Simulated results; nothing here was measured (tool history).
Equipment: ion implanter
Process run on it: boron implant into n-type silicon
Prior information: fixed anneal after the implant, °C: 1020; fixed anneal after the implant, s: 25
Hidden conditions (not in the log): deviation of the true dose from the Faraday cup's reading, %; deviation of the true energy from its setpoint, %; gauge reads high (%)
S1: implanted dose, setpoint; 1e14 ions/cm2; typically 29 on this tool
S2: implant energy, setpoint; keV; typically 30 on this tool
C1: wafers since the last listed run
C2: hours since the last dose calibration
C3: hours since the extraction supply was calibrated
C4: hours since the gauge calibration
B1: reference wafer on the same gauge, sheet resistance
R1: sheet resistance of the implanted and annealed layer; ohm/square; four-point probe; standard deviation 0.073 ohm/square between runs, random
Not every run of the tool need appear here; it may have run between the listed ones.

{"run": 1, "hour": 0.0, "S1": 29, "S2": 30, "C1": 0, "C2": 2203.8, "C3": 1754.3, "C4": 532.4, "B1": 41.09, "R1": 49.35}
{"hour": 8.2, "done": "gauge calibrated"}
{"run": 2, "hour": 29.4, "S1": 29, "S2": 30, "C1": 605, "C2": 2233.2, "C3": 1783.7, "C4": 21.2, "B1": 41.11, "R1": 49.3}
{"run": 3, "hour": 57.5, "S1": 29, "S2": 30, "C1": 578, "C2": 2261.3, "C3": 1811.8, "C4": 49.3, "B1": 41.13, "R1": 49.28}
{"run": 4, "hour": 87.1, "S1": 29, "S2": 30, "C1": 609, "C2": 2290.9, "C3": 1841.4, "C4": 78.9, "B1": 41.08, "R1": 49.35}
{"run": 5, "hour": 138.1, "S1": 29, "S2": 30, "C1": 1049, "C2": 2341.9, "C3": 1892.4, "C4": 129.9, "B1": 41.1, "R1": 49.42}
{"run": 6, "hour": 208.1, "S1": 29, "S2": 30, "C1": 1440, "C2": 2411.9, "C3": 1962.4, "C4": 199.9, "B1": 41.1, "R1": 49.47}
{"run": 7, "hour": 263.8, "S1": 29, "S2": 30, "C1": 1146, "C2": 2467.6, "C3": 2018.1, "C4": 255.6, "B1": 41.11, "R1": 49.66}
{"run": 8, "hour": 333.1, "S1": 29, "S2": 30, "C1": 1426, "C2": 2536.9, "C3": 2087.4, "C4": 324.9, "B1": 41.1, "R1": 49.57}
{"run": 9, "hour": 363.6, "S1": 29, "S2": 30, "C1": 627, "C2": 2567.4, "C3": 2117.9, "C4": 355.4, "B1": 41.12, "R1": 49.55}
{"run": 10, "hour": 398.9, "S1": 31.26, "S2": 30, "C1": 726, "C2": 2602.7, "C3": 2153.2, "C4": 390.7, "B1": 41.09, "R1": 47.77}
{"hour": 427.2, "done": "extraction supply calibrated"}
{"hour": 444.7, "done": "Faraday cup replaced and dose calibrated"}
{"run": 11, "hour": 448.0, "S1": 37.11, "S2": 40.5, "C1": 681, "C2": 3.3, "C3": 20.8, "C4": 439.8, "B1": 41.1, "R1": 39.4}
{"run": 12, "hour": 519.2, "S1": 26.51, "S2": 36, "C1": 1465, "C2": 74.5, "C3": 92, "C4": 511, "B1": 41.07, "R1": 48.84}
{"run": 13, "hour": 558.7, "S1": 29, "S2": 30, "C1": 813, "C2": 114, "C3": 131.5, "C4": 550.5, "B1": 41.1, "R1": 48.37}
{"run": 14, "hour": 599.0, "S1": 29, "S2": 30, "C1": 829, "C2": 154.3, "C3": 171.8, "C4": 590.8, "B1": 41.1, "R1": 48.5}
{"hour": 643.3, "done": "gauge calibrated"}
{"run": 15, "hour": 660.5, "S1": 35.55, "S2": 26, "C1": 1265, "C2": 215.8, "C3": 233.3, "C4": 17.2, "B1": 41.1, "R1": 46.89}
{"run": 16, "hour": 692.3, "S1": 29, "S2": 39.5, "C1": 654, "C2": 247.6, "C3": 265.1, "C4": 49, "B1": 41.1, "R1": 45.11}
{"run": 17, "hour": 745.8, "S1": 36.48, "S2": 37.5, "C1": 1101, "C2": 301.1, "C3": 318.6, "C4": 102.5, "B1": 41.12, "R1": 40.57}
{"run": 18, "hour": 802.6, "S1": 31.29, "S2": 30, "C1": 1169, "C2": 357.9, "C3": 375.4, "C4": 159.3, "B1": 41.08, "R1": 46.66}
{"run": 19, "hour": 837.6, "S1": 29, "S2": 20, "C1": 720, "C2": 392.9, "C3": 410.4, "C4": 194.3, "B1": 41.1, "R1": 55.69}
{"run": 20, "hour": 873.5, "S1": 21.68, "S2": 23.5, "C1": 738, "C2": 428.8, "C3": 446.3, "C4": 230.2, "B1": 41.08, "R1": 60.77}

Forecast each of these 4 alternatives for the next run:
{"run": "A", "hour": 873.9, "S1": 29, "S2": 30, "C1": 8, "C2": 429.2, "C3": 446.7, "C4": 230.6, "B1": "?", "R1": "?"}
{"run": "B", "hour": 873.9, "S1": 29, "S2": 21.5, "C1": 8, "C2": 429.2, "C3": 446.7, "C4": 230.6, "B1": "?", "R1": "?"}
{"run": "C", "hour": 873.9, "S1": 21.45, "S2": 32.5, "C1": 8, "C2": 429.2, "C3": 446.7, "C4": 230.6, "B1": "?", "R1": "?"}
{"run": "D", "hour": 873.9, "S1": 29, "S2": 27, "C1": 8, "C2": 429.2, "C3": 446.7, "C4": 230.6, "B1": "?", "R1": "?"}

run=A B1=41.1 R1=48.52
run=B B1=41.1 R1=54.28
run=C B1=41.1 R1=57.52
run=D B1=41.1 R1=50.09
What these runs would have given with no unlogged condition in the tool:
run=A R1=48.56
run=B R1=54.31
run=C R1=57.58
run=D R1=50.13
